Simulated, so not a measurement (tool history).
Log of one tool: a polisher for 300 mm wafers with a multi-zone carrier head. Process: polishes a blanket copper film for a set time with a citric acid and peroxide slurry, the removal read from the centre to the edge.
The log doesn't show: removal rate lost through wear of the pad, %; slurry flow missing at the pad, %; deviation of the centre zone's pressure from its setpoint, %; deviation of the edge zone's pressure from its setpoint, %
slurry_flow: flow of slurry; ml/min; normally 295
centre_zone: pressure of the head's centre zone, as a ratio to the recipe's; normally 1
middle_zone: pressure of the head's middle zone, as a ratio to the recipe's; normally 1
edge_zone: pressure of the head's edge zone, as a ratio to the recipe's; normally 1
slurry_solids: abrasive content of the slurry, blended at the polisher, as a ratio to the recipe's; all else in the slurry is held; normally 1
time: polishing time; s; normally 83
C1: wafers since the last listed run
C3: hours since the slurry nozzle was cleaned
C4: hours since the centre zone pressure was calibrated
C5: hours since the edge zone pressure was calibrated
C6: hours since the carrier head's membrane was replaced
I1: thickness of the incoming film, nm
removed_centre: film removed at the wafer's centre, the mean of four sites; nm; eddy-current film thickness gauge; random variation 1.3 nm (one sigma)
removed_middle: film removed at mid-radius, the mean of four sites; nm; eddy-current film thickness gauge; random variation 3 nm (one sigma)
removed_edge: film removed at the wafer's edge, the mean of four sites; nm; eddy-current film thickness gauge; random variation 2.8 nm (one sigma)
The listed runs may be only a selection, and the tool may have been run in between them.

Run 1, hour 0: usual settings; C1 0; wafers polished on this pad 1704; C3 607; C4 1203.9; C5 759.2; C6 1526.4; I1 665.5. Result: removed_centre 209.6 nm, removed_middle 203.5 nm, removed_edge 206.7 nm.
At hour 47: centre zone pressure recalibrated.
Run 2, hour 47.5: usual settings; C1 433; wafers polished on this pad 2137; C3 654.5; C4 0.5; C5 806.7; C6 1573.9; I1 678.4. Result: removed_centre 209.5 nm, removed_middle 208.7 nm, removed_edge 210.7 nm.
Run 3, hour 101.3: usual settings; C1 512; wafers polished on this pad 2649; C3 708.3; C4 54.3; C5 860.5; C6 1627.7; I1 662.6. Result: removed_centre 212.8 nm, removed_middle 202.5 nm, removed_edge 203.9 nm.
Run 4, hour 129.3: usual settings; C1 266; wafers polished on this pad 2916; C3 736.3; C4 82.3; C5 888.5; C6 1655.7; I1 667.8. Result: removed_centre 211.7 nm, removed_middle 205.2 nm, removed_edge 202.9 nm.
At hour 135.5: slurry nozzle cleaned.
At hour 147.7: carrier head's membrane replaced by a new one.
Run 5, hour 156.3: usual settings but slurry_flow 380 ml/min, middle_zone 1.09, slurry_solids 1.1, time 61 s; C1 200; wafers polished on this pad 3116; C3 20.8; C4 109.3; C5 915.5; C6 8.6; I1 669. Result: removed_centre 160.9 nm, removed_middle 164.5 nm, removed_edge 159.2 nm.
Run 6, hour 181.2: usual settings but centre_zone 0.94, slurry_solids 1.1; C1 237; wafers polished on this pad 3353; C3 45.7; C4 134.2; C5 940.4; C6 33.5; I1 669.6. Result: removed_centre 200.2 nm, removed_middle 211.5 nm, removed_edge 207.7 nm.
At hour 203.5: worn pad replaced by a new one.
Run 7, hour 205.5: usual settings but centre_zone 1.06, middle_zone 0.9, time 100 s; C1 193; wafers polished on this pad 19; C3 70; C4 158.5; C5 964.7; C6 57.8; I1 675. Result: removed_centre 271.1 nm, removed_middle 232.3 nm, removed_edge 250.4 nm.
Run 8, hour 265.9: usual settings; C1 575; wafers polished on this pad 594; C3 130.4; C4 218.9; C5 1025.1; C6 118.2; I1 670.6. Result: removed_centre 209.4 nm, removed_middle 210.8 nm, removed_edge 203.9 nm.
Run 9, hour 325.4: usual settings but centre_zone 1.1, slurry_solids 1.25, time 91 s; C1 566; wafers polished on this pad 1161; C3 189.9; C4 278.4; C5 1084.6; C6 177.7; I1 677.7. Result: removed_centre 264.1 nm, removed_middle 236.9 nm, removed_edge 234.3 nm.
Run 10, hour 361: usual settings but slurry_flow 340 ml/min, time 59 s; C1 339; wafers polished on this pad 1500; C3 225.5; C4 314; C5 1120.2; C6 213.3; I1 670.9. Result: removed_centre 151.1 nm, removed_middle 148.2 nm, removed_edge 147.6 nm.
Run 11, hour 387.8: usual settings but slurry_flow 370 ml/min, edge_zone 1.06; C1 255; wafers polished on this pad 1755; C3 252.3; C4 340.8; C5 1147; C6 240.1; I1 666. Result: removed_centre 213.6 nm, removed_middle 213.5 nm, removed_edge 219.2 nm.
Run 12, hour 455: usual settings but slurry_flow 345 ml/min, centre_zone 1.04, slurry_solids 0.9, time 74 s; C1 640; wafers polished on this pad 2395; C3 319.5; C4 408; C5 1214.2; C6 307.3; I1 670.1. Result: removed_centre 193.4 nm, removed_middle 181.9 nm, removed_edge 185 nm.
Run 13, hour 498.2: usual settings but centre_zone 1.09, time 64 s; C1 411; wafers polished on this pad 2806; C3 362.7; C4 451.2; C5 1257.4; C6 350.5; I1 684.4. Result: removed_centre 176.8 nm, removed_middle 162.3 nm, removed_edge 160.7 nm.
At hour 502.1: edge zone pressure recalibrated.
At hour 515.3: worn pad replaced by a new one.
Run 14, hour 551.3: usual settings but slurry_flow 380 ml/min, middle_zone 0.92; C1 448; wafers polished on this pad 342; C3 415.8; C4 504.3; C5 49.2; C6 403.6; I1 663.3. Result: removed_centre 214.9 nm, removed_middle 198.6 nm, removed_edge 213.7 nm.
Run 15, hour 606.8: usual settings but middle_zone 0.92; C1 528; wafers polished on this pad 871; C3 471.3; C4 559.8; C5 104.7; C6 459.1; I1 668.8. Result: removed_centre 209.7 nm, removed_middle 198 nm, removed_edge 206.8 nm.
Run 16, hour 677.5: usual settings but middle_zone 1.04, edge_zone 0.93; C1 673; wafers polished on this pad 1544; C3 542; C4 630.5; C5 175.4; C6 529.8; I1 667.3. Result: removed_centre 209.4 nm, removed_middle 215.7 nm, removed_edge 204.8 nm.
Run 17, hour 732.5: usual settings; C1 523; wafers polished on this pad 2068; C3 597; C4 685.5; C5 230.4; C6 584.8; I1 668.1. Result: removed_centre 210.2 nm, removed_middle 215.3 nm, removed_edge 213.9 nm.
Run 18, hour 761.2: usual settings; C1 273; wafers polished on this pad 2341; C3 625.7; C4 714.2; C5 259.1; C6 613.5; I1 665.2. Result: removed_centre 210.7 nm, removed_middle 201.4 nm, removed_edge 208.8 nm.
At hour 806.7: slurry nozzle cleaned.
Run 19, hour 829.1: usual settings but slurry_solids 0.9, time 104 s; C1 637; wafers polished on this pad 2979; C3 22.4; C4 782.1; C5 327; C6 681.4; I1 676.3. Result: removed_centre 259.9 nm, removed_middle 262.4 nm, removed_edge 256.6 nm.
At hour 888.1: worn pad replaced by a new one.
Run 20, hour 899.8: usual settings but centre_zone 0.93, time 104 s; C1 635; wafers polished on this pad 111; C3 93.1; C4 852.8; C5 397.7; C6 752.1; I1 673. Result: removed_centre 242.9 nm, removed_middle 258 nm, removed_edge 256.7 nm.

Alternative continuations, all from the tool just after run 20; predict every row:
Run A, hour 900.3: usual settings but edge_zone 0.96; C1 4; wafers polished on this pad 115; C3 93.6; C4 853.3; C5 398.2; C6 752.6; I1 675.1. Result: removed_centre ?, removed_middle ?, removed_edge ?.
Run B, hour 900.3: usual settings but slurry_flow 335 ml/min, middle_zone 1.09, time 67 s; C1 4; wafers polished on this pad 115; C3 93.6; C4 853.3; C5 398.2; C6 752.6; I1 675.1. Result: removed_centre ?, removed_middle ?, removed_edge ?.
Run C, hour 900.3: usual settings but slurry_flow 395 ml/min, middle_zone 0.94, slurry_solids 1.1, time 69 s; C1 4; wafers polished on this pad 115; C3 93.6; C4 853.3; C5 398.2; C6 752.6; I1 675.1. Result: removed_centre ?, removed_middle ?, removed_edge ?.
Run D, hour 900.3: usual settings but slurry_flow 345 ml/min, middle_zone 1.05; C1 4; wafers polished on this pad 115; C3 93.6; C4 853.3; C5 398.2; C6 752.6; I1 675.1. Result: removed_centre ?, removed_middle ?, removed_edge ?.
Run E, hour 900.3: usual settings but slurry_flow 395 ml/min; C1 4; wafers polished on this pad 115; C3 93.6; C4 853.3; C5 398.2; C6 752.6; I1 675.1. Result: removed_centre ?, removed_middle ?, removed_edge ?.

run  removed_centre  removed_middle  removed_edge
  A             210           208.4         207.2
  B           171.7           180.5           171
  C           182.4           173.2         181.3
  D           213.2           218.4         212.3
  E           215.6           213.5         214.1
Without the tool's unlogged condition, the same runs would have read:
run  removed_centre  removed_middle  removed_edge
  A             210           208.4         207.2
  B           171.7           180.5           171
  C           182.4           173.2         181.3
  D           213.2           218.4         212.3
  E           215.6           213.5         214.1
